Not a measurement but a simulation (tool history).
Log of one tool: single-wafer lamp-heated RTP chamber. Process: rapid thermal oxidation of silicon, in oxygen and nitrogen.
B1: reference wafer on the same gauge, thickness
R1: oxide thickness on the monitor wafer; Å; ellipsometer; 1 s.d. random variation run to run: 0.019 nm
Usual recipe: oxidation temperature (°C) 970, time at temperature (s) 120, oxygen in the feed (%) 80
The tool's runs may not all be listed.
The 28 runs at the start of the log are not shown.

Run 29, day 62.504: usual settings but oxidation temperature (°C) 960, time at temperature (s) 80, oxygen in the feed (%) 89; B1 5.857. Result: R1 45.63 Å.
Run 30, day 64.575: usual settings but time at temperature (s) 138, oxygen in the feed (%) 97; B1 5.855. Result: R1 64.69 Å.
Run 31, day 66.612: usual settings; B1 5.861. Result: R1 56.59 Å.
Run 32, day 69.533: usual settings but oxidation temperature (°C) 951, oxygen in the feed (%) 95; B1 5.859. Result: R1 52.11 Å.
Run 33, day 72.521: usual settings but oxidation temperature (°C) 989; B1 5.862. Result: R1 65.44 Å.
Run 34, day 74.312: usual settings but oxidation temperature (°C) 948, time at temperature (s) 146, oxygen in the feed (%) 98; B1 5.858. Result: R1 55.93 Å.
Run 35, day 75.600: usual settings but oxygen in the feed (%) 66; B1 5.856. Result: R1 52.79 Å.
Run 36, day 78.592: usual settings but oxidation temperature (°C) 996, time at temperature (s) 139, oxygen in the feed (%) 60; B1 5.864. Result: R1 66.52 Å.

Predict the results of run 37:
Run 37, day 80.567: usual settings but oxidation temperature (°C) 978, oxygen in the feed (%) 98; B1 ?. Result: R1 ?.

{"run 37": {"B1": 5.864, "R1": 64.58}}
If the tool had no hidden condition, the same run with the same run-to-run variation would have returned R1 64.58 Å.

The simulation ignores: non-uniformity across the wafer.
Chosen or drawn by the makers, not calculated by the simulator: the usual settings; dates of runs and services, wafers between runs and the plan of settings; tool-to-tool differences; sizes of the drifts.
